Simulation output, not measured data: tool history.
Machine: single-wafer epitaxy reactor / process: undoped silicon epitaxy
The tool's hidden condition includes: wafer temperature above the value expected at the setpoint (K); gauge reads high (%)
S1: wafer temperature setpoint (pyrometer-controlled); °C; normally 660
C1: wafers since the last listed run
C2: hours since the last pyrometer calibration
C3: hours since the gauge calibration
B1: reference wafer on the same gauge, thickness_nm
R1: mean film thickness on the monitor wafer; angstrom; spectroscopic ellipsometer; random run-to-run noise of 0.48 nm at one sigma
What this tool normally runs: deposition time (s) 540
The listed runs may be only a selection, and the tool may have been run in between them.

run 1 day=0 | S1=660 deposition_time_(s)=540 | C1=0 C2=1843.8 C3=489.2 | B1=111.043 | R1=1173.52
run 2 day=2.704 | S1=660 deposition_time_(s)=540 | C1=215 C2=1908.7 C3=554.1 | B1=110.975 | R1=1172.73
run 3 day=4.154 | S1=660 deposition_time_(s)=540 | C1=115 C2=1943.5 C3=588.9 | B1=111.101 | R1=1176.15
run 4 day=6.021 | S1=660 deposition_time_(s)=540 | C1=148 C2=1988.3 C3=633.7 | B1=110.958 | R1=1181.23
run 5 day=8.362 | S1=660 deposition_time_(s)=540 | C1=186 C2=2044.5 C3=689.9 | B1=111.029 | R1=1188.49
run 6 day=11.246 | S1=660 deposition_time_(s)=540 | C1=229 C2=2113.7 C3=759.1 | B1=111.238 | R1=1190.05
run 7 day=13.533 | S1=660 deposition_time_(s)=540 | C1=182 C2=2168.6 C3=814 | B1=111.007 | R1=1189.11
run 8 day=15.625 | S1=669 deposition_time_(s)=540 | C1=166 C2=2218.8 C3=864.2 | B1=110.877 | R1=1462.82
run 9 day=16.892 | S1=669 deposition_time_(s)=540 | C1=100 C2=2249.2 C3=894.6 | B1=111.115 | R1=1460.47
run 10 day=18.079 | S1=670 deposition_time_(s)=479 | C1=94 C2=2277.7 C3=923.1 | B1=111.171 | R1=1334.92
run 11 day=20.7 | S1=670 deposition_time_(s)=479 | C1=208 C2=2340.6 C3=986 | B1=111.071 | R1=1336.75
run 12 day=23.862 | S1=660 deposition_time_(s)=540 | C1=251 C2=2416.5 C3=1061.9 | B1=110.97 | R1=1199.77
-- day=26.579 pyrometer calibrated
run 13 day=26.6 | S1=660 deposition_time_(s)=540 | C1=191 C2=0.5 C3=1127.6 | B1=111.089 | R1=1076.95
run 14 day=29.008 | S1=660 deposition_time_(s)=540 | C1=191 C2=58.3 C3=1185.4 | B1=111.172 | R1=1085.55
run 15 day=30.538 | S1=660 deposition_time_(s)=509 | C1=121 C2=95 C3=1222.1 | B1=111.146 | R1=1025.84
run 16 day=32.229 | S1=665 deposition_time_(s)=540 | C1=134 C2=135.6 C3=1262.7 | B1=111.213 | R1=1218.02
run 17 day=33.75 | S1=670 deposition_time_(s)=501 | C1=121 C2=172.1 C3=1299.2 | B1=110.947 | R1=1265.54
run 18 day=35.375 | S1=654 deposition_time_(s)=540 | C1=129 C2=211.1 C3=1338.2 | B1=111.083 | R1=956.03
run 19 day=36.708 | S1=670 deposition_time_(s)=540 | C1=106 C2=243.1 C3=1370.2 | B1=111.183 | R1=1375.24
run 20 day=38.029 | S1=665 deposition_time_(s)=504 | C1=105 C2=274.8 C3=1401.9 | B1=110.918 | R1=1146.85
run 21 day=40.942 | S1=670 deposition_time_(s)=485 | C1=231 C2=344.7 C3=1471.8 | B1=110.835 | R1=1234.97
run 22 day=42.45 | S1=675 deposition_time_(s)=583 | C1=120 C2=380.9 C3=1508 | B1=111.034 | R1=1669.45
-- day=42.758 gauge calibrated
run 23 day=44.012 | S1=660 deposition_time_(s)=540 | C1=124 C2=418.4 C3=30.1 | B1=111.056 | R1=1099.99
run 24 day=46.546 | S1=674 deposition_time_(s)=607 | C1=201 C2=479.2 C3=90.9 | B1=111.06 | R1=1709.48
run 25 day=47.938 | S1=660 deposition_time_(s)=540 | C1=110 C2=512.6 C3=124.3 | B1=110.702 | R1=1108.1
run 26 day=50.533 | S1=650 deposition_time_(s)=601 | C1=206 C2=574.9 C3=186.6 | B1=111.103 | R1=984.29
run 27 day=52.121 | S1=660 deposition_time_(s)=540 | C1=126 C2=613 C3=224.7 | B1=110.779 | R1=1112.59
run 28 day=54.421 | S1=652 deposition_time_(s)=583 | C1=183 C2=668.2 C3=279.9 | B1=111.099 | R1=990.26
run 29 day=55.725 | S1=660 deposition_time_(s)=540 | C1=103 C2=699.5 C3=311.2 | B1=110.919 | R1=1111.74
run 30 day=58.354 | S1=665 deposition_time_(s)=540 | C1=209 C2=762.6 C3=374.3 | B1=111.095 | R1=1248.01

Across each entry between runs, compare the hidden state at the last listed run before it with the hidden state at the first listed run after it:
Logged between run 12 and run 13: pyrometer calibrated (day 26.579)
  wafer temperature above the value expected at the setpoint (K): 4.56 -> -0.178
  measured value less the no-hidden-state value, R1: +118.01 -> -4.39 angstrom
Logged between run 22 and run 23: gauge calibrated (day 42.758)
  wafer temperature above the value expected at the setpoint (K): 0.527 -> 0.596
  measured value less the no-hidden-state value, R1: +19.26 -> +14.84 angstrom
